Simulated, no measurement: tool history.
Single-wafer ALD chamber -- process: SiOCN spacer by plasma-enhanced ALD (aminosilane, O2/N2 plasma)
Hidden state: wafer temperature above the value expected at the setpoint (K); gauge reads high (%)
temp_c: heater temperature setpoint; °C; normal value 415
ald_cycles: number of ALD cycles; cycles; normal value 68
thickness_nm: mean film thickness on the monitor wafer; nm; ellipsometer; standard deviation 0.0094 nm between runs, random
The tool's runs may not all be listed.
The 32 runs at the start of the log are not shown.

run,hour,temp_c,ald_cycles,wafers since the last listed run,hours since the last thermocouple change,hours since the gauge calibration,"read-back reference wafer on the same gauge, thickness_nm",thickness_nm
33,2957.7,421,80,257,981.3,850.9,3.752,4.369
34,3056.5,424,68,515,1080.1,949.7,3.751,3.689
35,3115.1,408,80,305,1138.7,1008.3,3.752,4.547
36,3210.7,407,62,499,1234.3,1103.9,3.749,3.514
37,3283.1,405,55,377,1306.7,1176.3,3.751,3.150
38,3332.5,411,74,257,1356.1,1225.7,3.751,4.186
39,3407.2,415,68,389,1430.8,1300.4,3.749,3.803
40,3496.5,423,63,466,1520.1,1389.7,3.752,3.443
41,3561.0,430,68,336,1584.6,1454.2,3.747,3.633
42,3621.6,421,74,316,1645.2,1514.8,3.749,4.091

Forecast each of these 5 alternatives for the next run:
A,3622.1,415,80,2,1645.7,1515.3,?,?
B,3622.1,421,65,2,1645.7,1515.3,?,?
C,3622.1,401,78,2,1645.7,1515.3,?,?
D,3622.1,415,61,2,1645.7,1515.3,?,?
E,3622.1,425,80,2,1645.7,1515.3,?,?

run,"read-back reference wafer on the same gauge, thickness_nm",thickness_nm
A,3.750,4.478
B,3.750,3.578
C,3.750,4.534
D,3.750,3.414
E,3.750,4.355
Without the tool's hidden state the same runs would have given:
run,thickness_nm
A,4.445
B,3.552
C,4.502
D,3.390
E,4.322

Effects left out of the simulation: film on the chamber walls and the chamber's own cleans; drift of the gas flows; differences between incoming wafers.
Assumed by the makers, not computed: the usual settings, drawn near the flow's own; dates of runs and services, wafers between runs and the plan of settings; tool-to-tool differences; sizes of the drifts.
